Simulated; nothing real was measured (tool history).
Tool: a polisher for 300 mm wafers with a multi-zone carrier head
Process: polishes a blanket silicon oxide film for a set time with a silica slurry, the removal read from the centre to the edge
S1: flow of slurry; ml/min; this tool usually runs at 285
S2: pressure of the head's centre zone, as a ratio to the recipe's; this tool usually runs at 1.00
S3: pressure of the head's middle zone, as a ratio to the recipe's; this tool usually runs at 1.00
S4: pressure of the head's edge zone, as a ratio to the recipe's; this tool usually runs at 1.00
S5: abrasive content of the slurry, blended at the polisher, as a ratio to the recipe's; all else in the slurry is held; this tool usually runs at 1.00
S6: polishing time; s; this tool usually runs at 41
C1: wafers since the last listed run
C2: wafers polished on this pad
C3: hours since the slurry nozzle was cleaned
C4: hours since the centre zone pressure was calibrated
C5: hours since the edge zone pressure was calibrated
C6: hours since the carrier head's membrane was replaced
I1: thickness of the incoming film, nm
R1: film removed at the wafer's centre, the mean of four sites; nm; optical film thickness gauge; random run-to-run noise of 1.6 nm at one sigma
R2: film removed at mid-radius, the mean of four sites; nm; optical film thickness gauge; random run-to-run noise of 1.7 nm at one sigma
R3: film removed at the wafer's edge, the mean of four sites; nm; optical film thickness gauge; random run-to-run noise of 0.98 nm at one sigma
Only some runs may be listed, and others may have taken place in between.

run 1 hour=0.0 | S1=285 S2=1.00 S3=1.00 S4=1.00 S5=1.00 S6=41 | C1=0 C2=22 C3=771.5 C4=18.1 C5=321.9 C6=429.7 | I1=1008.9 | R1=122.1 R2=119.1 R3=116.5
run 2 hour=27.2 | S1=285 S2=1.00 S3=1.00 S4=1.00 S5=1.00 S6=41 | C1=371 C2=394 C3=798.7 C4=45.3 C5=349.1 C6=456.9 | I1=1010.0 | R1=121.9 R2=119.7 R3=117.1
run 3 hour=59.9 | S1=285 S2=1.00 S3=1.00 S4=1.00 S5=1.00 S6=41 | C1=446 C2=841 C3=831.4 C4=78.0 C5=381.8 C6=489.6 | I1=989.2 | R1=119.7 R2=120.2 R3=117.0
run 4 hour=92.3 | S1=285 S2=1.00 S3=1.00 S4=1.00 S5=1.00 S6=41 | C1=442 C2=1283 C3=863.8 C4=110.4 C5=414.2 C6=522.0 | I1=990.0 | R1=120.5 R2=120.9 R3=116.3
run 5 hour=115.8 | S1=285 S2=1.00 S3=1.00 S4=1.00 S5=1.00 S6=41 | C1=321 C2=1605 C3=887.3 C4=133.9 C5=437.7 C6=545.5 | I1=1023.8 | R1=121.0 R2=118.2 R3=117.4
-- hour=140.5 edge zone pressure recalibrated
-- hour=147.1 slurry nozzle cleaned
run 6 hour=147.6 | S1=285 S2=1.00 S3=1.00 S4=1.00 S5=1.00 S6=41 | C1=393 C2=1998 C3=0.5 C4=165.7 C5=7.1 C6=577.3 | I1=1012.4 | R1=119.6 R2=116.7 R3=114.8
-- hour=152.9 worn pad replaced by a new one
run 7 hour=176.0 | S1=285 S2=1.00 S3=1.00 S4=1.00 S5=1.00 S6=41 | C1=333 C2=315 C3=28.9 C4=194.1 C5=35.5 C6=605.7 | I1=1010.5 | R1=123.6 R2=118.6 R3=115.6
run 8 hour=199.1 | S1=285 S2=1.00 S3=1.00 S4=1.00 S5=1.00 S6=41 | C1=315 C2=631 C3=52.0 C4=217.2 C5=58.6 C6=628.8 | I1=1008.7 | R1=121.8 R2=117.4 R3=115.5
run 9 hour=221.5 | S1=320 S2=1.00 S3=1.00 S4=1.00 S5=1.10 S6=31 | C1=306 C2=937 C3=74.4 C4=239.6 C5=81.0 C6=651.2 | I1=1024.0 | R1=96.6 R2=94.1 R3=92.9
run 10 hour=246.7 | S1=385 S2=1.00 S3=1.04 S4=1.00 S5=1.00 S6=41 | C1=344 C2=1281 C3=99.6 C4=264.8 C5=106.2 C6=676.4 | I1=1012.5 | R1=124.5 R2=125.0 R3=118.7
run 11 hour=275.2 | S1=185 S2=0.88 S3=1.00 S4=1.00 S5=0.80 S6=41 | C1=389 C2=1671 C3=128.1 C4=293.3 C5=134.7 C6=704.9 | I1=1020.0 | R1=97.7 R2=100.5 R3=101.0
run 12 hour=299.0 | S1=335 S2=1.00 S3=1.00 S4=0.95 S5=1.00 S6=41 | C1=325 C2=1996 C3=151.9 C4=317.1 C5=158.5 C6=728.7 | I1=1010.0 | R1=123.4 R2=120.1 R3=116.2
run 13 hour=334.0 | S1=285 S2=1.00 S3=0.91 S4=1.00 S5=0.90 S6=41 | C1=478 C2=2474 C3=186.9 C4=352.1 C5=193.5 C6=763.7 | I1=1003.1 | R1=117.9 R2=104.3 R3=110.8
-- hour=343.6 worn pad replaced by a new one
-- hour=365.8 carrier head's membrane replaced by a new one
run 14 hour=366.3 | S1=380 S2=1.00 S3=1.00 S4=1.00 S5=0.75 S6=31 | C1=318 C2=241 C3=219.2 C4=384.4 C5=225.8 C6=0.5 | I1=998.2 | R1=81.6 R2=80.5 R3=76.9
run 15 hour=379.2 | S1=210 S2=1.09 S3=1.00 S4=1.00 S5=0.75 S6=53 | C1=176 C2=418 C3=232.1 C4=397.3 C5=238.7 C6=13.4 | I1=1017.2 | R1=138.9 R2=130.2 R3=128.6
run 16 hour=400.3 | S1=285 S2=1.00 S3=1.00 S4=1.00 S5=1.00 S6=41 | C1=288 C2=706 C3=253.2 C4=418.4 C5=259.8 C6=34.5 | I1=1014.8 | R1=122.7 R2=115.5 R3=116.0
run 17 hour=415.6 | S1=285 S2=1.00 S3=1.00 S4=0.94 S5=1.00 S6=37 | C1=209 C2=915 C3=268.5 C4=433.7 C5=275.1 C6=49.8 | I1=1006.3 | R1=110.9 R2=109.1 R3=101.5
run 18 hour=442.1 | S1=285 S2=1.00 S3=1.00 S4=1.00 S5=1.25 S6=32 | C1=362 C2=1277 C3=295.0 C4=460.2 C5=301.6 C6=76.3 | I1=994.3 | R1=105.9 R2=100.9 R3=100.0
run 19 hour=465.4 | S1=285 S2=1.00 S3=1.00 S4=1.00 S5=0.85 S6=41 | C1=318 C2=1596 C3=318.3 C4=483.5 C5=324.9 C6=99.6 | I1=1013.9 | R1=112.6 R2=111.1 R3=106.5
run 20 hour=485.4 | S1=285 S2=0.96 S3=0.91 S4=1.12 S5=1.00 S6=41 | C1=273 C2=1869 C3=338.3 C4=503.5 C5=344.9 C6=119.6 | I1=1019.7 | R1=121.0 R2=109.8 R3=122.6
run 21 hour=515.4 | S1=285 S2=1.00 S3=1.00 S4=1.00 S5=1.00 S6=41 | C1=409 C2=2279 C3=368.3 C4=533.5 C5=374.9 C6=149.6 | I1=996.7 | R1=123.3 R2=117.9 R3=116.8
-- hour=536.0 worn pad replaced by a new one
run 22 hour=546.8 | S1=285 S2=1.00 S3=1.00 S4=1.00 S5=1.00 S6=41 | C1=374 C2=147 C3=399.7 C4=564.9 C5=406.3 C6=181.0 | I1=1004.1 | R1=124.0 R2=121.0 R3=118.0

Below are 3 alternative next runs, each starting from the tool's condition after run 22. Predict each:
run A hour=547.2 | S1=285 S2=1.00 S3=1.00 S4=1.00 S5=1.00 S6=41 | C1=5 C2=152 C3=400.1 C4=565.3 C5=406.7 C6=181.4 | I1=1000.1 | R1=? R2=? R3=?
run B hour=547.2 | S1=285 S2=1.00 S3=1.08 S4=1.11 S5=1.00 S6=41 | C1=5 C2=152 C3=400.1 C4=565.3 C5=406.7 C6=181.4 | I1=1000.1 | R1=? R2=? R3=?
run C hour=547.2 | S1=285 S2=1.00 S3=1.00 S4=1.03 S5=1.00 S6=41 | C1=5 C2=152 C3=400.1 C4=565.3 C5=406.7 C6=181.4 | I1=1000.1 | R1=? R2=? R3=?

run=A R1=122.0 R2=120.5 R3=117.5
run=B R1=122.0 R2=128.6 R3=123.6
run=C R1=122.0 R2=120.5 R3=119.2
The same runs, with their run-to-run variation unchanged, on a tool lacking any hidden condition would have given:
run=A R1=122.0 R2=120.5 R3=117.5
run=B R1=122.0 R2=128.6 R3=123.6
run=C R1=122.0 R2=120.5 R3=119.2
